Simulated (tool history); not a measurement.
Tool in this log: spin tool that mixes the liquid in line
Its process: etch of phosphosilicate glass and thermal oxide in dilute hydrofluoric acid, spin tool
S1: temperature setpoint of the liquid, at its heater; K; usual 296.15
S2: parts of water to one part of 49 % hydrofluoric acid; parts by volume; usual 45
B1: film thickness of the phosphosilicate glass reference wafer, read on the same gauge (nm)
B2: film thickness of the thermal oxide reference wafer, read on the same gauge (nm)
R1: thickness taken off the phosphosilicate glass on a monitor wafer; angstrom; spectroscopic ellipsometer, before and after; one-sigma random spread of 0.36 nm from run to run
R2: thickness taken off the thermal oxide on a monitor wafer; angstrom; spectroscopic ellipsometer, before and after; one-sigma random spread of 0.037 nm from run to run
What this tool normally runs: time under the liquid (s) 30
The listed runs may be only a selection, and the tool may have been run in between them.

{"run": 1, "hour": 0.0, "S1": 296.15, "S2": 45, "time under the liquid (s)": 30, "B1": 140.01, "B2": 110.004, "R1": 1141.5, "R2": 31.6}
{"run": 2, "hour": 48.1, "S1": 294.65, "S2": 25, "time under the liquid (s)": 40, "B1": 140.01, "B2": 110.013, "R1": 2651.6, "R2": 72.8}
{"hour": 60.5, "done": "hydrofluoric acid flow meter replaced"}
{"run": 3, "hour": 262.9, "S1": 299.15, "S2": 30, "time under the liquid (s)": 15, "B1": 140.02, "B2": 110.013, "R1": 994.9, "R2": 27.04}
{"run": 4, "hour": 303.7, "S1": 294.15, "S2": 50, "time under the liquid (s)": 15, "B1": 140.01, "B2": 110.01, "R1": 469.5, "R2": 12.57}
{"run": 5, "hour": 354.3, "S1": 293.15, "S2": 45, "time under the liquid (s)": 30, "B1": 140.0, "B2": 110.004, "R1": 1005.6, "R2": 27.61}
{"run": 6, "hour": 446.9, "S1": 292.15, "S2": 45, "time under the liquid (s)": 50, "B1": 140.0, "B2": 110.001, "R1": 1612.7, "R2": 44.49}
{"run": 7, "hour": 505.4, "S1": 294.65, "S2": 60, "time under the liquid (s)": 30, "B1": 139.99, "B2": 110.009, "R1": 784.0, "R2": 21.55}
{"run": 8, "hour": 569.5, "S1": 296.15, "S2": 45, "time under the liquid (s)": 30, "B1": 140.01, "B2": 110.001, "R1": 1134.6, "R2": 30.83}
{"run": 9, "hour": 613.7, "S1": 296.15, "S2": 25, "time under the liquid (s)": 45, "B1": 139.99, "B2": 109.987, "R1": 3135.8, "R2": 87.07}
{"run": 10, "hour": 707.8, "S1": 294.15, "S2": 60, "time under the liquid (s)": 30, "B1": 140.0, "B2": 109.986, "R1": 771.4, "R2": 21.44}
{"run": 11, "hour": 781.0, "S1": 296.15, "S2": 45, "time under the liquid (s)": 30, "B1": 140.01, "B2": 109.984, "R1": 1135.3, "R2": 31.25}
{"hour": 797.2, "done": "hydrofluoric acid flow meter replaced"}
{"run": 12, "hour": 840.1, "S1": 296.15, "S2": 45, "time under the liquid (s)": 15, "B1": 140.0, "B2": 110.024, "R1": 568.6, "R2": 16.09}
{"run": 13, "hour": 895.0, "S1": 299.15, "S2": 45, "time under the liquid (s)": 30, "B1": 140.0, "B2": 109.989, "R1": 1284.8, "R2": 35.2}
{"run": 14, "hour": 991.9, "S1": 298.15, "S2": 50, "time under the liquid (s)": 15, "B1": 140.0, "B2": 110.003, "R1": 547.7, "R2": 15.07}
{"run": 15, "hour": 1097.1, "S1": 296.15, "S2": 45, "time under the liquid (s)": 30, "B1": 140.0, "B2": 110.025, "R1": 1129.2, "R2": 31.59}
{"run": 16, "hour": 1202.8, "S1": 296.15, "S2": 65, "time under the liquid (s)": 30, "B1": 140.01, "B2": 110.002, "R1": 764.4, "R2": 21.27}
{"run": 17, "hour": 1341.7, "S1": 294.65, "S2": 30, "time under the liquid (s)": 30, "B1": 140.0, "B2": 109.989, "R1": 1624.3, "R2": 44.59}
{"hour": 1420.9, "done": "hydrofluoric acid flow meter replaced"}
{"run": 18, "hour": 1431.9, "S1": 293.15, "S2": 45, "time under the liquid (s)": 30, "B1": 140.01, "B2": 110.003, "R1": 989.9, "R2": 27.98}
{"run": 19, "hour": 1487.6, "S1": 299.15, "S2": 55, "time under the liquid (s)": 25, "B1": 140.0, "B2": 109.99, "R1": 861.3, "R2": 23.61}
{"run": 20, "hour": 1586.9, "S1": 297.65, "S2": 25, "time under the liquid (s)": 15, "B1": 140.0, "B2": 109.988, "R1": 1113.2, "R2": 30.05}
{"run": 21, "hour": 1625.8, "S1": 296.15, "S2": 45, "time under the liquid (s)": 30, "B1": 139.98, "B2": 110.002, "R1": 1126.9, "R2": 31.18}

What does the tool deliver on the next run?
{"run": 22, "hour": 1681.4, "S1": 296.15, "S2": 55, "time under the liquid (s)": 30, "B1": "?", "B2": "?", "R1": "?", "R2": "?"}

{"run 22": {"B1": 140.0, "B2": 109.989, "R1": 905.5, "R2": 25.0}}
Without the tool's hidden state the same run would have given R1 921.8 angstrom, R2 25.45 angstrom.
